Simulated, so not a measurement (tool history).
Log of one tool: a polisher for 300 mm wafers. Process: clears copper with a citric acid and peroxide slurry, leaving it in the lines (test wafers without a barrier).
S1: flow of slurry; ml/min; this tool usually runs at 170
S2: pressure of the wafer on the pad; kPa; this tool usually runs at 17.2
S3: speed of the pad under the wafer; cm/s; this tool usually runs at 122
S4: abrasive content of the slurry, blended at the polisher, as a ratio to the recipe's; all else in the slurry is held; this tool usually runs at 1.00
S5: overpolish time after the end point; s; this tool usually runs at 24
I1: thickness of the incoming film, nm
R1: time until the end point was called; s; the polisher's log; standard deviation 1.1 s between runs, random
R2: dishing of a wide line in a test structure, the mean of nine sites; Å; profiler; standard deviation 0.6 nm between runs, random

| run | hour | S1 | S2 | S3 | S4 | S5 | I1 | R1 | R2 |
|---|---|---|---|---|---|---|---|---|---|
| 1 | 0.0 | 170 | 17.2 | 122 | 1.15 | 24 | 241.3 | 112.3 | 339 |
| 2 | 14.3 | 170 | 17.2 | 122 | 1.00 | 24 | 236.4 | 114.2 | 344 |
| 3 | 29.7 | 170 | 17.2 | 122 | 1.00 | 24 | 241.8 | 116.0 | 331 |
|  | 37.9 | worn pad replaced by a new one |
| 4 | 53.5 | 170 | 17.2 | 122 | 1.00 | 24 | 239.8 | 114.9 | 325 |
| 5 | 77.4 | 170 | 17.2 | 122 | 1.00 | 34 | 242.2 | 118.1 | 441 |
| 6 | 108.5 | 170 | 17.2 | 122 | 1.00 | 34 | 240.9 | 116.0 | 438 |
| 7 | 133.7 | 170 | 17.2 | 122 | 1.00 | 34 | 237.5 | 115.9 | 434 |
| 8 | 146.9 | 170 | 17.2 | 104 | 0.75 | 24 | 244.8 | 142.2 | 283 |
|  | 179.9 | worn pad replaced by a new one |
| 9 | 180.4 | 170 | 17.2 | 122 | 1.00 | 13 | 243.0 | 117.2 | 195 |
|  | 236.9 | slurry nozzle cleaned |
| 10 | 282.3 | 170 | 17.2 | 122 | 1.00 | 13 | 236.8 | 114.7 | 195 |
|  | 313.0 | head pressure recalibrated |
| 11 | 317.2 | 170 | 17.2 | 122 | 1.00 | 13 | 237.2 | 114.6 | 192 |
|  | 321.7 | slurry blender recalibrated |
|  | 330.1 | worn pad replaced by a new one |
| 12 | 341.9 | 170 | 17.2 | 122 | 1.00 | 24 | 237.9 | 114.2 | 335 |
| 13 | 356.7 | 140 | 17.2 | 122 | 1.25 | 30 | 244.3 | 117.6 | 412 |
| 14 | 378.8 | 170 | 17.2 | 122 | 1.00 | 24 | 237.1 | 115.5 | 328 |
| 15 | 404.6 | 170 | 17.2 | 122 | 1.00 | 24 | 238.9 | 116.0 | 331 |
| 16 | 428.7 | 170 | 12.4 | 82 | 1.00 | 24 | 238.8 | 205.8 | 201 |
| 17 | 441.2 | 130 | 15.2 | 106 | 1.00 | 32 | 240.9 | 152.8 | 333 |
| 18 | 469.5 | 135 | 17.2 | 122 | 1.00 | 24 | 239.8 | 120.5 | 308 |
| 19 | 484.1 | 125 | 17.2 | 122 | 1.00 | 24 | 243.6 | 123.8 | 313 |
|  | 493.8 | worn pad replaced by a new one |
| 20 | 507.5 | 170 | 17.2 | 122 | 1.00 | 24 | 240.5 | 117.2 | 332 |
| 21 | 529.7 | 170 | 17.2 | 122 | 1.00 | 24 | 238.6 | 116.4 | 330 |
| 22 | 559.8 | 125 | 17.2 | 122 | 1.00 | 24 | 241.8 | 124.0 | 313 |
| 23 | 586.4 | 170 | 17.2 | 122 | 1.15 | 32 | 240.3 | 111.2 | 419 |
| 24 | 599.1 | 170 | 17.2 | 122 | 0.85 | 24 | 240.3 | 121.0 | 319 |

What was the tool's hidden state at every run in the log?
removal rate lost through wear of the pad, %: 0 at every run
slurry flow missing at the pad, %: 0 at every run
deviation of the head's pressure from its setpoint, %: 0 at every run
abrasive missing from the slurry, %: 0 at every run

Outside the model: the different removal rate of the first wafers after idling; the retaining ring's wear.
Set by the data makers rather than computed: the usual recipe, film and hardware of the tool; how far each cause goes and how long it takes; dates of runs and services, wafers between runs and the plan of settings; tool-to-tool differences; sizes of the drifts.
